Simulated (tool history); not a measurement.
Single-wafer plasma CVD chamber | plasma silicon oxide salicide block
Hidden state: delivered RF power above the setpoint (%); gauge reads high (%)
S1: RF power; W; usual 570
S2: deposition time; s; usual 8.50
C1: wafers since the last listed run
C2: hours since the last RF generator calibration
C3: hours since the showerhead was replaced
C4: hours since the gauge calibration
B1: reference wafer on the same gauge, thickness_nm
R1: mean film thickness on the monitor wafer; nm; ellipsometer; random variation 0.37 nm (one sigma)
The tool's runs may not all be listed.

run    hour   S1     S2     C1      C2      C3      C4       B1       R1
  1     0.0  570   8.50      0  2180.5  1629.2  3895.2  100.883   84.664
  2    88.7  570   8.50   3380  2269.2  1717.9  3983.9  100.904   84.348
  3   185.8  540   8.50   3700  2366.3  1815.0  4081.0  100.951   82.983
      272.3  -- RF generator calibrated
  4   284.3  540   8.50   3448    12.0  1913.5  4179.5  100.893   84.716
  5   373.6  540   8.50   3403   101.3  2002.8  4268.8  100.816   85.414
  6   425.0  570   8.50   1958   152.7  2054.2  4320.2  100.817   86.733
  7   476.7  570   8.00   1970   204.4  2105.9  4371.9  100.936   81.248
  8   767.4  570   8.00  11078   495.1  2396.6  4662.6  100.905   81.152
  9  1002.1  570   8.00   8944   729.8  2631.3  4897.3  100.935   80.695
 10  1097.4  570   8.50   3631   825.1  2726.6  4992.6  100.892   85.926
 11  1164.9  570   8.50   2572   892.6  2794.1  5060.1  100.860   85.125
 12  1228.6  605   8.50   2427   956.3  2857.8  5123.8  100.826   87.625
     1256.8  -- gauge calibrated
 13  1286.8  605   8.50   2217  1014.5  2916.0    30.0  100.835   86.922
 14  1370.3  570   9.19   3182  1098.0  2999.5   113.5  101.008   91.518
 15  1445.1  570   9.19   2850  1172.8  3074.3   188.3  100.940   92.356
 16  1491.0  650   9.20   1749  1218.7  3120.2   234.2  100.866   96.903
 17  1550.1  650   9.20   2252  1277.8  3179.3   293.3  100.856   97.082
 18  1680.8  635   8.50   4980  1408.5  3310.0   424.0  100.881   88.801
 19  1744.5  570   8.50   2427  1472.2  3373.7   487.7  100.887   85.295
 20  1851.5  570   8.50   4077  1579.2  3480.7   594.7  100.900   84.940
 21  1942.3  635   9.20   3460  1670.0  3571.5   685.5  100.990   95.566
 22  1980.8  570   8.50   1467  1708.5  3610.0   724.0  100.973   84.476
 23  2026.2  570   8.50   1730  1753.9  3655.4   769.4  100.950   84.603
 24  2124.3  505  10.12   3738  1852.0  3753.5   867.5  100.916   96.762
 25  2180.7  530   7.70   2149  1908.4  3809.9   923.9  100.911   74.335
 26  2288.1  510   7.14   4092  2015.8  3917.3  1031.3  100.979   68.137
 27  2336.7  650   9.33   1852  2064.4  3965.9  1079.9  100.839   97.931
 28  2435.1  470   9.29   3749  2162.8  4064.3  1178.3  100.881   85.615
 29  2492.8  495   8.50   2198  2220.5  4122.0  1236.0  100.969   80.336
 30  2544.6  570   8.50   1974  2272.3  4173.8  1287.8  100.966   84.597
 31  2618.0  570   8.50   2797  2345.7  4247.2  1361.2  100.870   84.673
 32  2702.3  495   8.50   3212  2430.0  4331.5  1445.5  100.942   80.282
     2727.9  -- showerhead replaced, of another model than before
 33  2771.6  665   7.80   2336  2499.3    43.7  1514.8  100.948   81.701
     2790.9  -- RF generator calibrated
 34  2869.2  520  10.11   3414    78.3   141.3  1612.4  100.906  101.712
 35  2934.7  570   8.50   2496   143.8   206.8  1677.9  100.929   87.141
 36  3024.2  535   8.50   3410   233.3   296.3  1767.4  100.936   85.797
 37  3074.9  570   9.01   1932   284.0   347.0  1818.1  100.925   92.414
 38  3139.3  570   8.50   2454   348.4   411.4  1882.5  100.858   86.456
 39  3239.0  470   7.83   3799   448.1   511.1  1982.2  100.979   76.574
 40  3312.8  570   8.50   2812   521.9   584.9  2056.0  100.826   86.563
 41  3368.5  620   9.40   2122   577.6   640.6  2111.7  100.980   97.636
 42  3590.5  680   7.45   8460   799.6   862.6  2333.7  100.916   79.086
 43  3675.4  470   7.51   3235   884.5   947.5  2418.6  100.757   73.442
 44  3759.0  665   9.15   3185   968.1  1031.1  2502.2  100.970   95.821
 45  3864.6  610   9.52   4024  1073.7  1136.7  2607.8  100.841   97.766

Some steps in R1 between neighbouring runs. How much of each would the tool show without its hidden state too (settings, what came in, random variation), and how much is left for the hidden state, with any gauge scatter that isn't in both results?
Run 3 -> 4: RF generator calibrated. R1 +1.733 nm: hidden state +2.646, all else -0.913.
Run 24 -> 25: S1 505 -> 530, S2 10.12 -> 7.70. R1 -22.427 nm: hidden state +0.688, all else -23.115.
Run 26 -> 27: S1 510 -> 650, S2 7.14 -> 9.33. R1 +29.794 nm: hidden state -0.983, all else +30.777.
Run 32 -> 33: S1 495 -> 665, S2 8.50 -> 7.80, showerhead replaced, of another model than before. R1 +1.419 nm: hidden state +1.230, all else +0.189.
Run 33 -> 34: S1 665 -> 520, S2 7.80 -> 10.11, RF generator calibrated. R1 +20.011 nm: hidden state +1.213, all else +18.798.
Run 43 -> 44: S1 470 -> 665, S2 7.51 -> 9.15. R1 +22.379 nm: hidden state -0.347, all else +22.726.
